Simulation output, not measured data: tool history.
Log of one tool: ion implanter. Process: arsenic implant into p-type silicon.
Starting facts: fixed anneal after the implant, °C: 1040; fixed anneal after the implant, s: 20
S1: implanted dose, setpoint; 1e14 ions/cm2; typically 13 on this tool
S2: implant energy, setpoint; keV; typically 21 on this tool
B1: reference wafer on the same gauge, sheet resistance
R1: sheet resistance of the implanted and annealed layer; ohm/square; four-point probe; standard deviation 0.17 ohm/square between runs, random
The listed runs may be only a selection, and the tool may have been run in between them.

{"run": 1, "hour": 0.0, "S1": 13, "S2": 21, "B1": 130.8, "R1": 114.47}
{"run": 2, "hour": 7.5, "S1": 13, "S2": 21, "B1": 130.95, "R1": 114.59}
{"run": 3, "hour": 23.4, "S1": 13, "S2": 21, "B1": 131.04, "R1": 114.48}
{"run": 4, "hour": 39.5, "S1": 13, "S2": 23, "B1": 131.01, "R1": 112.9}
{"run": 5, "hour": 53.8, "S1": 13, "S2": 21, "B1": 131.2, "R1": 114.39}
{"run": 6, "hour": 67.8, "S1": 13, "S2": 21, "B1": 131.26, "R1": 114.71}
{"run": 7, "hour": 85.3, "S1": 13, "S2": 21, "B1": 131.36, "R1": 115.07}
{"run": 8, "hour": 96.3, "S1": 13, "S2": 21, "B1": 129.76, "R1": 113.31}
{"run": 9, "hour": 107.5, "S1": 13, "S2": 21, "B1": 129.81, "R1": 113.54}
{"run": 10, "hour": 112.4, "S1": 13, "S2": 21, "B1": 129.87, "R1": 113.38}
{"run": 11, "hour": 127.1, "S1": 14.74, "S2": 14, "B1": 129.99, "R1": 113.1}
{"run": 12, "hour": 140.1, "S1": 9.7, "S2": 15, "B1": 130.1, "R1": 140.47}
{"run": 13, "hour": 156.3, "S1": 13, "S2": 15.5, "B1": 130.03, "R1": 118.79}
{"run": 14, "hour": 171.6, "S1": 13, "S2": 21, "B1": 130.2, "R1": 113.96}
{"run": 15, "hour": 185.4, "S1": 13, "S2": 27, "B1": 130.25, "R1": 109.4}
{"run": 16, "hour": 200.4, "S1": 16.28, "S2": 18, "B1": 130.31, "R1": 105.36}
{"run": 17, "hour": 215.0, "S1": 9.59, "S2": 21, "B1": 130.41, "R1": 136.81}
{"run": 18, "hour": 230.1, "S1": 13, "S2": 21, "B1": 130.58, "R1": 114.12}

Missing from the log above: 3 entries noted between runs. For each, name the pair of listed runs it sits between and say how the tool's hidden condition differs from the listed run just before to the listed run just after:
Run 7 -> run 8: gauge calibrated (hour 89)
  gauge reads high (%): 1.01 -> -0.158
  the result without the hidden state subtracted from the measured one, R1: +1.15 -> -0.18 ohm/square
Run 8 -> run 9: extraction supply calibrated (hour 107)
  gauge reads high (%): -0.158 -> -0.113
  the result without the hidden state subtracted from the measured one, R1: -0.18 -> -0.13 ohm/square
Run 10 -> run 11: Faraday cup replaced and dose calibrated (hour 126.6)
  gauge reads high (%): -0.0936 -> -0.0348
  the result without the hidden state subtracted from the measured one, R1: -0.11 -> -0.04 ohm/square
